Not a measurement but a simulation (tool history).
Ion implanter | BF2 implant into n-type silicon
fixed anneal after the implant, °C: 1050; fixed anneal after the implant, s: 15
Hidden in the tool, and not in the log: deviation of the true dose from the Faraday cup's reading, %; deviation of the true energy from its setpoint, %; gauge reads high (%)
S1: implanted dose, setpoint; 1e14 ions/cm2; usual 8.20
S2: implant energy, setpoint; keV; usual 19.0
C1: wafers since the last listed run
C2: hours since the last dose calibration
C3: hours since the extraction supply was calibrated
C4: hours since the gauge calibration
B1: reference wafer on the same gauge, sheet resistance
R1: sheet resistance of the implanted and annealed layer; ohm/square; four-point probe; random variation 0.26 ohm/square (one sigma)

{"run": 1, "day": 0.0, "S1": 8.2, "S2": 19.0, "C1": 0, "C2": 1050.2, "C3": 2572.5, "C4": 20.2, "B1": 167.99, "R1": 171.11}
{"run": 2, "day": 1.104, "S1": 8.2, "S2": 19.0, "C1": 777, "C2": 1076.7, "C3": 2599.0, "C4": 46.7, "B1": 168.03, "R1": 170.65}
{"run": 3, "day": 2.233, "S1": 8.2, "S2": 19.0, "C1": 795, "C2": 1103.8, "C3": 2626.1, "C4": 73.8, "B1": 167.99, "R1": 170.12}
{"run": 4, "day": 3.667, "S1": 8.2, "S2": 19.0, "C1": 1009, "C2": 1138.2, "C3": 2660.5, "C4": 108.2, "B1": 167.99, "R1": 170.31}
{"day": 4.433, "done": "Faraday cup replaced and dose calibrated"}
{"run": 5, "day": 4.871, "S1": 8.2, "S2": 19.0, "C1": 613, "C2": 10.5, "C3": 2689.4, "C4": 137.1, "B1": 168.05, "R1": 175.23}
{"run": 6, "day": 5.446, "S1": 8.2, "S2": 19.0, "C1": 404, "C2": 24.3, "C3": 2703.2, "C4": 150.9, "B1": 168.01, "R1": 175.19}
{"run": 7, "day": 6.354, "S1": 8.2, "S2": 19.0, "C1": 639, "C2": 46.1, "C3": 2725.0, "C4": 172.7, "B1": 168.03, "R1": 175.35}
{"run": 8, "day": 7.012, "S1": 8.2, "S2": 19.0, "C1": 463, "C2": 61.9, "C3": 2740.8, "C4": 188.5, "B1": 167.97, "R1": 175.08}
{"run": 9, "day": 7.517, "S1": 7.47, "S2": 15.5, "C1": 355, "C2": 74.0, "C3": 2752.9, "C4": 200.6, "B1": 168.0, "R1": 194.43}
{"day": 9.208, "done": "extraction supply calibrated"}
{"run": 10, "day": 9.229, "S1": 8.2, "S2": 19.0, "C1": 971, "C2": 115.1, "C3": 0.5, "C4": 241.7, "B1": 168.0, "R1": 175.18}
{"run": 11, "day": 10.333, "S1": 7.53, "S2": 25.5, "C1": 777, "C2": 141.6, "C3": 27.0, "C4": 268.2, "B1": 167.98, "R1": 175.37}
{"day": 10.375, "done": "gauge calibrated"}
{"run": 12, "day": 11.617, "S1": 8.2, "S2": 21.0, "C1": 903, "C2": 172.4, "C3": 57.8, "C4": 29.8, "B1": 167.98, "R1": 171.5}
{"run": 13, "day": 12.3, "S1": 8.2, "S2": 17.0, "C1": 481, "C2": 188.8, "C3": 74.2, "C4": 46.2, "B1": 168.04, "R1": 179.37}

The next listed run, before its measurement:
{"run": 14, "day": 13.733, "S1": 8.91, "S2": 17.5, "C1": 1009, "C2": 223.2, "C3": 108.6, "C4": 80.6, "B1": "?", "R1": "?"}

{"run 14": {"B1": 167.99, "R1": 169.25}}
Without the tool's hidden state the same run would have given R1 169.15 ohm/square.
